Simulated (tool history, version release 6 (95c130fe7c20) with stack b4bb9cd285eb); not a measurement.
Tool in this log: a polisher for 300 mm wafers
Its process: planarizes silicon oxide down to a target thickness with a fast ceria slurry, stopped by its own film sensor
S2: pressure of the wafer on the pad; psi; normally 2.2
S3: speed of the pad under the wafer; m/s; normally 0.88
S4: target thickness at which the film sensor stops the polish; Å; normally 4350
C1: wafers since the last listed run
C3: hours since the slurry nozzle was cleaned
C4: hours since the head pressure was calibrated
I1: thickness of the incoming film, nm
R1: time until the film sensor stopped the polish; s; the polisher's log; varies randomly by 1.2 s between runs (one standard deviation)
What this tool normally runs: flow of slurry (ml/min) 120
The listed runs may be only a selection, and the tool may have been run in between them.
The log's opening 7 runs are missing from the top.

{"hour": 688.8, "done": "worn pad replaced by a new one"}
{"run": 8, "hour": 726.6, "flow of slurry (ml/min)": 120, "S2": 2.2, "S3": 0.88, "S4": 4350, "C1": 1150, "wafers polished on this pad": 418, "C3": 799.5, "C4": 370.2, "I1": 1080.9, "R1": 77.9}
{"run": 9, "hour": 787.6, "flow of slurry (ml/min)": 120, "S2": 2.2, "S3": 0.88, "S4": 4350, "C1": 675, "wafers polished on this pad": 1093, "C3": 860.5, "C4": 431.2, "I1": 1070.6, "R1": 76.7}
{"run": 10, "hour": 837.1, "flow of slurry (ml/min)": 120, "S2": 2.2, "S3": 0.88, "S4": 4350, "C1": 548, "wafers polished on this pad": 1642, "C3": 910, "C4": 480.7, "I1": 1071, "R1": 79.5}
{"hour": 909.5, "done": "slurry nozzle cleaned"}
{"run": 11, "hour": 1076.3, "flow of slurry (ml/min)": 120, "S2": 2.2, "S3": 0.88, "S4": 4350, "C1": 2637, "wafers polished on this pad": 4279, "C3": 166.8, "C4": 719.9, "I1": 1075.5, "R1": 75.6}
{"run": 12, "hour": 1117.8, "flow of slurry (ml/min)": 120, "S2": 2.2, "S3": 0.88, "S4": 4350, "C1": 459, "wafers polished on this pad": 4739, "C3": 208.3, "C4": 761.4, "I1": 1089.7, "R1": 79.6}
{"hour": 1133.8, "done": "head pressure recalibrated"}
{"run": 13, "hour": 1162.7, "flow of slurry (ml/min)": 120, "S2": 2.2, "S3": 0.88, "S4": 4350, "C1": 475, "wafers polished on this pad": 5214, "C3": 253.2, "C4": 28.9, "I1": 1082.9, "R1": 68.9}
{"run": 14, "hour": 1210.0, "flow of slurry (ml/min)": 120, "S2": 2.2, "S3": 0.88, "S4": 5770, "C1": 523, "wafers polished on this pad": 5738, "C3": 300.5, "C4": 76.2, "I1": 1074.7, "R1": 54.2}
{"run": 15, "hour": 1271.6, "flow of slurry (ml/min)": 120, "S2": 2.2, "S3": 0.88, "S4": 5770, "C1": 682, "wafers polished on this pad": 6420, "C3": 362.1, "C4": 137.8, "I1": 1076.7, "R1": 53.5}
{"hour": 1320.6, "done": "worn pad replaced by a new one"}
{"run": 16, "hour": 1344.6, "flow of slurry (ml/min)": 120, "S2": 2.2, "S3": 0.88, "S4": 4350, "C1": 764, "wafers polished on this pad": 265, "C3": 435.1, "C4": 210.8, "I1": 1073.8, "R1": 72.6}
{"run": 17, "hour": 1418.8, "flow of slurry (ml/min)": 120, "S2": 2.2, "S3": 0.88, "S4": 4350, "C1": 821, "wafers polished on this pad": 1086, "C3": 509.3, "C4": 285, "I1": 1074.6, "R1": 69.1}
{"run": 18, "hour": 1502.4, "flow of slurry (ml/min)": 120, "S2": 2.2, "S3": 0.88, "S4": 4350, "C1": 925, "wafers polished on this pad": 2012, "C3": 592.9, "C4": 368.6, "I1": 1077, "R1": 73.1}
{"run": 19, "hour": 1585.7, "flow of slurry (ml/min)": 110, "S2": 1.4, "S3": 0.88, "S4": 4350, "C1": 922, "wafers polished on this pad": 2935, "C3": 676.2, "C4": 451.9, "I1": 1051.1, "R1": 117.6}
{"hour": 1832.4, "done": "worn pad replaced by a new one"}
{"hour": 1847.3, "done": "slurry nozzle cleaned"}
{"run": 20, "hour": 1849.9, "flow of slurry (ml/min)": 145, "S2": 2.2, "S3": 1.18, "S4": 4350, "C1": 2870, "wafers polished on this pad": 182, "C3": 2.6, "C4": 716.1, "I1": 1079, "R1": 55.1}
{"run": 21, "hour": 1948.6, "flow of slurry (ml/min)": 120, "S2": 2.2, "S3": 0.88, "S4": 3420, "C1": 1092, "wafers polished on this pad": 1275, "C3": 101.3, "C4": 814.8, "I1": 1053.4, "R1": 84.8}
{"run": 22, "hour": 2048.8, "flow of slurry (ml/min)": 120, "S2": 2.2, "S3": 0.88, "S4": 4350, "C1": 1109, "wafers polished on this pad": 2384, "C3": 201.5, "C4": 915, "I1": 1078.3, "R1": 79.7}
{"hour": 2058.5, "done": "head pressure recalibrated"}
{"run": 23, "hour": 2098.3, "flow of slurry (ml/min)": 120, "S2": 3, "S3": 0.88, "S4": 5690, "C1": 525, "wafers polished on this pad": 2910, "C3": 251, "C4": 39.8, "I1": 1069.7, "R1": 39.9}
{"run": 24, "hour": 2161.0, "flow of slurry (ml/min)": 120, "S2": 2.2, "S3": 0.88, "S4": 4350, "C1": 694, "wafers polished on this pad": 3605, "C3": 313.7, "C4": 102.5, "I1": 1074.7, "R1": 68.7}
{"run": 25, "hour": 2232.7, "flow of slurry (ml/min)": 90, "S2": 2.9, "S3": 0.76, "S4": 5380, "C1": 793, "wafers polished on this pad": 4399, "C3": 385.4, "C4": 174.2, "I1": 1056.1, "R1": 52.8}
{"run": 26, "hour": 2317.1, "flow of slurry (ml/min)": 120, "S2": 3, "S3": 0.64, "S4": 4350, "C1": 934, "wafers polished on this pad": 5333, "C3": 469.8, "C4": 258.6, "I1": 1090.6, "R1": 75.1}
{"run": 27, "hour": 2372.9, "flow of slurry (ml/min)": 120, "S2": 1.9, "S3": 0.88, "S4": 3250, "C1": 617, "wafers polished on this pad": 5951, "C3": 525.6, "C4": 314.4, "I1": 1081.2, "R1": 100.2}
{"run": 28, "hour": 2417.0, "flow of slurry (ml/min)": 155, "S2": 2.7, "S3": 0.88, "S4": 3580, "C1": 488, "wafers polished on this pad": 6439, "C3": 569.7, "C4": 358.5, "I1": 1068, "R1": 62}
{"hour": 2456.6, "done": "worn pad replaced by a new one"}
{"run": 29, "hour": 2472.4, "flow of slurry (ml/min)": 120, "S2": 2.2, "S3": 0.88, "S4": 6540, "C1": 569, "wafers polished on this pad": 174, "C3": 625.1, "C4": 413.9, "I1": 1066.4, "R1": 46.5}
{"run": 30, "hour": 2529.2, "flow of slurry (ml/min)": 140, "S2": 2.7, "S3": 0.88, "S4": 5870, "C1": 628, "wafers polished on this pad": 803, "C3": 681.9, "C4": 470.7, "I1": 1069.5, "R1": 43.8}
{"run": 31, "hour": 2588.0, "flow of slurry (ml/min)": 105, "S2": 2.6, "S3": 0.88, "S4": 4350, "C1": 651, "wafers polished on this pad": 1454, "C3": 740.7, "C4": 529.5, "I1": 1079.6, "R1": 65.8}

Expected results for the next run?
{"run": 32, "hour": 2673.9, "flow of slurry (ml/min)": 120, "S2": 2.2, "S3": 0.88, "S4": 4350, "C1": 951, "wafers polished on this pad": 2406, "C3": 826.6, "C4": 615.4, "I1": 1066.2, "R1": "?"}

{"run 32": {"R1": 79.4}}
Were there no unlogged condition in the tool, this run, its random variation unchanged, would have produced R1 69.1 s.
